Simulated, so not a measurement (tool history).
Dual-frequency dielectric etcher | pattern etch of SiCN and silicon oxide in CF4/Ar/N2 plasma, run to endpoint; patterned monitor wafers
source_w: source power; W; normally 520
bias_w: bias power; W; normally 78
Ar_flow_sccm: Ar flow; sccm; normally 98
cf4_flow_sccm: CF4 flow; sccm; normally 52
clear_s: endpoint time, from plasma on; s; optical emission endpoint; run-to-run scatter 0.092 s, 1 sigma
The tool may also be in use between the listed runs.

| run | hour | source_w | bias_w | Ar_flow_sccm | cf4_flow_sccm | wafers since the last listed run | hours since the last wet clean | hours since the last source power generator calibration | hours since the last bias power generator calibration | hours since the last Ar flow controller change | hours since the last CF4 flow controller change | hours since the last upper electrode change | incoming incoming film thickness, nm | clear_s |
|---|---|---|---|---|---|---|---|---|---|---|---|---|---|---|
| 1 | 0 | 520 | 89 | 98 | 52 | 0 | 351 | 2323.4 | 5150 | 2666 | 4581.1 | 5058.4 | 11.45 | 12 |
| 2 | 25.9 | 520 | 72 | 98 | 52 | 409 | 376.9 | 2349.3 | 5175.9 | 2691.9 | 4607 | 5084.3 | 11.5 | 13.1 |
|  | 44.5 | bias power generator calibrated |
| 3 | 49.8 | 520 | 72 | 98 | 52 | 314 | 400.8 | 2373.2 | 5.3 | 2715.8 | 4630.9 | 5108.2 | 11.56 | 13.2 |
|  | 80.2 | source power generator calibrated |
|  | 84.3 | wet clean of the chamber |
|  | 101.4 | upper electrode replaced |
| 4 | 101.9 | 520 | 72 | 98 | 52 | 424 | 17.6 | 21.7 | 57.4 | 2767.9 | 4683 | 0.5 | 11.55 | 12.5 |
| 5 | 102.2 | 590 | 65 | 98 | 52 | 4 | 17.9 | 22 | 57.7 | 2768.2 | 4683.3 | 0.8 | 11.55 | 11.3 |
| 6 | 134.5 | 520 | 78 | 98 | 52 | 510 | 50.2 | 54.3 | 90 | 2800.5 | 4715.6 | 33.1 | 11.45 | 12.2 |
|  | 171.4 | Ar flow controller replaced |
| 7 | 171.9 | 520 | 78 | 98 | 52 | 495 | 87.6 | 91.7 | 127.4 | 0.5 | 4753 | 70.5 | 11.43 | 12.1 |
| 8 | 199 | 520 | 78 | 98 | 60 | 428 | 114.7 | 118.8 | 154.5 | 27.6 | 4780.1 | 97.6 | 11.51 | 12 |
| 9 | 234.7 | 520 | 78 | 98 | 60 | 563 | 150.4 | 154.5 | 190.2 | 63.3 | 4815.8 | 133.3 | 11.58 | 12.1 |
| 10 | 247.4 | 520 | 78 | 98 | 52 | 200 | 163.1 | 167.2 | 202.9 | 76 | 4828.5 | 146 | 11.46 | 12.3 |
| 11 | 270.8 | 570 | 78 | 98 | 52 | 369 | 186.5 | 190.6 | 226.3 | 99.4 | 4851.9 | 169.4 | 11.56 | 11.3 |
| 12 | 297 | 520 | 78 | 98 | 52 | 413 | 212.7 | 216.8 | 252.5 | 125.6 | 4878.1 | 195.6 | 11.4 | 12.3 |
| 13 | 311.4 | 480 | 62 | 98 | 39 | 227 | 227.1 | 231.2 | 266.9 | 140 | 4892.5 | 210 | 11.56 | 16.2 |
|  | 338.3 | CF4 flow controller replaced |
| 14 | 338.8 | 520 | 78 | 111 | 52 | 338 | 254.5 | 258.6 | 294.3 | 167.4 | 0.5 | 237.4 | 11.58 | 12.9 |
| 15 | 352.7 | 520 | 78 | 98 | 52 | 219 | 268.4 | 272.5 | 308.2 | 181.3 | 14.4 | 251.3 | 11.56 | 12.8 |
| 16 | 378.6 | 520 | 89 | 111 | 52 | 409 | 294.3 | 298.4 | 334.1 | 207.2 | 40.3 | 277.2 | 11.57 | 12.3 |
| 17 | 401 | 520 | 65 | 98 | 43 | 353 | 316.7 | 320.8 | 356.5 | 229.6 | 62.7 | 299.6 | 11.55 | 14.2 |
| 18 | 414.2 | 520 | 78 | 98 | 44 | 208 | 329.9 | 334 | 369.7 | 242.8 | 75.9 | 312.8 | 11.62 | 13.5 |
| 19 | 428.5 | 650 | 78 | 98 | 52 | 225 | 344.2 | 348.3 | 384 | 257.1 | 90.2 | 327.1 | 11.48 | 9.8 |
| 20 | 452.3 | 520 | 78 | 98 | 52 | 375 | 368 | 372.1 | 407.8 | 280.9 | 114 | 350.9 | 11.53 | 12.8 |
| 21 | 474 | 520 | 78 | 98 | 55 | 342 | 389.7 | 393.8 | 429.5 | 302.6 | 135.7 | 372.6 | 11.44 | 12.6 |
| 22 | 498.1 | 520 | 78 | 98 | 52 | 380 | 413.8 | 417.9 | 453.6 | 326.7 | 159.8 | 396.7 | 11.65 | 13.1 |
|  | 529.7 | wet clean of the chamber |
| 23 | 530.2 | 520 | 71 | 108 | 40 | 127 | 0.5 | 450 | 485.7 | 358.8 | 191.9 | 428.8 | 11.57 | 13.5 |

5 options for the next run, each taken on its own from the tool as it stands now. Forecast them:
| A | 530.6 | 520 | 78 | 98 | 52 | 6 | 0.9 | 450.4 | 486.1 | 359.2 | 192.3 | 429.2 | 11.49 | ? |
| B | 530.6 | 520 | 78 | 84 | 52 | 6 | 0.9 | 450.4 | 486.1 | 359.2 | 192.3 | 429.2 | 11.49 | ? |
| C | 530.6 | 520 | 62 | 98 | 52 | 6 | 0.9 | 450.4 | 486.1 | 359.2 | 192.3 | 429.2 | 11.49 | ? |
| D | 530.6 | 520 | 78 | 98 | 47 | 6 | 0.9 | 450.4 | 486.1 | 359.2 | 192.3 | 429.2 | 11.49 | ? |
| E | 530.6 | 430 | 92 | 89 | 52 | 6 | 0.9 | 450.4 | 486.1 | 359.2 | 192.3 | 429.2 | 11.49 | ? |

| run | clear_s |
|---|---|
| A | 12.2 |
| B | 11.9 |
| C | 13.1 |
| D | 12.5 |
| E | 14.1 |
Had the tool no hidden state, the same runs would have come out as:
| run | clear_s |
|---|---|
| A | 12.2 |
| B | 11.9 |
| C | 13.2 |
| D | 12.5 |
| E | 14.1 |
